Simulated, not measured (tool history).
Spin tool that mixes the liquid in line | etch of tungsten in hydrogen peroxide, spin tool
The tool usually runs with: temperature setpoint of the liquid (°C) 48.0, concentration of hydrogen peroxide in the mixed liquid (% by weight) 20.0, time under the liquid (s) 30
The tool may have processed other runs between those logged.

| run | day | temperature setpoint of the liquid (°C) | concentration of hydrogen peroxide in the mixed liquid (% by weight) | time under the liquid (s) | wafers since the last listed run | hours since the thermometer was replaced | hours since the peroxide flow meter was replaced | hours since the heated supply line was repaired | hours since the drum of peroxide was connected | hours since the gauge calibration | read-back film thickness of the tungsten reference wafer, read on the same gauge (nm) | thickness taken off the tungsten on a monitor wafer (angstrom) |
|---|---|---|---|---|---|---|---|---|---|---|---|---|
| 1 | 0.000 | 48.0 | 20.0 | 30 | 0 | 2545.3 | 25.0 | 4083.1 | 1355.5 | 600.9 | 40.01 | 520.2 |
| 2 | 0.733 | 48.0 | 23.5 | 30 | 346 | 2562.9 | 42.6 | 4100.7 | 1373.1 | 618.5 | 40.03 | 563.3 |
| 3 | 1.108 | 48.0 | 20.0 | 30 | 177 | 2571.9 | 51.6 | 4109.7 | 1382.1 | 627.5 | 39.99 | 516.6 |
|  | 1.508 | thermometer replaced |
| 4 | 1.583 | 48.0 | 20.0 | 30 | 204 | 1.8 | 63.0 | 4121.1 | 1393.5 | 638.9 | 39.99 | 508.7 |
| 5 | 2.296 | 40.0 | 17.5 | 45 | 336 | 18.9 | 80.1 | 4138.2 | 1410.6 | 656.0 | 40.00 | 441.9 |
|  | 2.567 | new drum of peroxide connected |
| 6 | 3.033 | 54.5 | 20.0 | 35 | 328 | 36.6 | 97.8 | 4155.9 | 11.2 | 673.7 | 39.98 | 886.3 |
|  | 3.129 | heated supply line repaired |
| 7 | 3.333 | 53.5 | 15.0 | 15 | 121 | 43.8 | 105.0 | 4.9 | 18.4 | 680.9 | 39.97 | 311.5 |
| 8 | 3.858 | 54.0 | 20.0 | 30 | 247 | 56.4 | 117.6 | 17.5 | 31.0 | 693.5 | 39.97 | 752.7 |
| 9 | 4.200 | 48.0 | 23.0 | 30 | 161 | 64.6 | 125.8 | 25.7 | 39.2 | 701.7 | 40.02 | 551.7 |
| 10 | 4.812 | 48.0 | 24.5 | 30 | 289 | 79.3 | 140.5 | 40.4 | 53.9 | 716.4 | 40.01 | 585.4 |
|  | 5.542 | gauge calibrated |
| 11 | 6.142 | 40.5 | 24.5 | 30 | 627 | 111.2 | 172.4 | 72.3 | 85.8 | 14.4 | 40.02 | 353.2 |
| 12 | 6.675 | 39.5 | 20.0 | 35 | 251 | 124.0 | 185.2 | 85.1 | 98.6 | 27.2 | 40.01 | 348.3 |
| 13 | 7.388 | 38.0 | 16.5 | 40 | 336 | 141.1 | 202.3 | 102.2 | 115.7 | 44.3 | 39.99 | 328.2 |
| 14 | 8.058 | 48.0 | 20.0 | 30 | 316 | 157.2 | 218.4 | 118.3 | 131.8 | 60.4 | 39.98 | 515.7 |
| 15 | 8.350 | 48.0 | 20.0 | 30 | 137 | 164.2 | 225.4 | 125.3 | 138.8 | 67.4 | 39.99 | 515.3 |
| 16 | 9.058 | 48.0 | 20.0 | 30 | 334 | 181.2 | 242.4 | 142.3 | 155.8 | 84.4 | 39.97 | 522.7 |
| 17 | 9.583 | 43.0 | 18.0 | 25 | 247 | 193.8 | 255.0 | 154.9 | 168.4 | 97.0 | 39.97 | 294.1 |
| 18 | 10.004 | 48.0 | 24.0 | 45 | 198 | 203.9 | 265.1 | 165.0 | 178.5 | 107.1 | 39.98 | 846.6 |
| 19 | 10.733 | 52.5 | 25.5 | 15 | 344 | 221.4 | 282.6 | 182.5 | 196.0 | 124.6 | 39.96 | 380.6 |
| 20 | 11.192 | 41.0 | 23.5 | 30 | 216 | 232.4 | 293.6 | 193.5 | 207.0 | 135.6 | 40.00 | 361.8 |
| 21 | 11.767 | 48.0 | 20.0 | 30 | 271 | 246.2 | 307.4 | 207.3 | 220.8 | 149.4 | 40.00 | 520.8 |
| 22 | 12.179 | 39.5 | 15.5 | 15 | 194 | 256.1 | 317.3 | 217.2 | 230.7 | 159.3 | 40.00 | 133.7 |
| 23 | 12.558 | 52.0 | 20.0 | 50 | 178 | 265.2 | 326.4 | 226.3 | 239.8 | 168.4 | 40.04 | 1113.2 |
| 24 | 13.212 | 48.0 | 23.0 | 30 | 308 | 280.9 | 342.1 | 242.0 | 255.5 | 184.1 | 40.01 | 557.4 |
| 25 | 13.833 | 52.0 | 22.5 | 25 | 293 | 295.8 | 357.0 | 256.9 | 270.4 | 199.0 | 39.98 | 597.0 |

5 options for the next run, each taken on its own from the tool as it stands now. Forecast them:
| A | 13.850 | 40.0 | 20.0 | 30 | 7 | 296.2 | 357.4 | 257.3 | 270.8 | 199.4 | ? | ? |
| B | 13.850 | 48.0 | 22.5 | 25 | 7 | 296.2 | 357.4 | 257.3 | 270.8 | 199.4 | ? | ? |
| C | 13.850 | 57.5 | 23.0 | 15 | 7 | 296.2 | 357.4 | 257.3 | 270.8 | 199.4 | ? | ? |
| D | 13.850 | 45.5 | 17.5 | 45 | 7 | 296.2 | 357.4 | 257.3 | 270.8 | 199.4 | ? | ? |
| E | 13.850 | 38.0 | 14.5 | 20 | 7 | 296.2 | 357.4 | 257.3 | 270.8 | 199.4 | ? | ? |

| run | read-back film thickness of the tungsten reference wafer, read on the same gauge (nm) | thickness taken off the tungsten on a monitor wafer (angstrom) |
|---|---|---|
| A | 39.97 | 312.0 |
| B | 39.97 | 458.2 |
| C | 39.97 | 492.0 |
| D | 39.97 | 622.4 |
| E | 39.97 | 155.4 |
Stripped of hidden state, with their random variation kept, the same runs would have yielded:
| run | thickness taken off the tungsten on a monitor wafer (angstrom) |
|---|---|
| A | 312.0 |
| B | 458.2 |
| C | 492.0 |
| D | 622.4 |
| E | 155.4 |

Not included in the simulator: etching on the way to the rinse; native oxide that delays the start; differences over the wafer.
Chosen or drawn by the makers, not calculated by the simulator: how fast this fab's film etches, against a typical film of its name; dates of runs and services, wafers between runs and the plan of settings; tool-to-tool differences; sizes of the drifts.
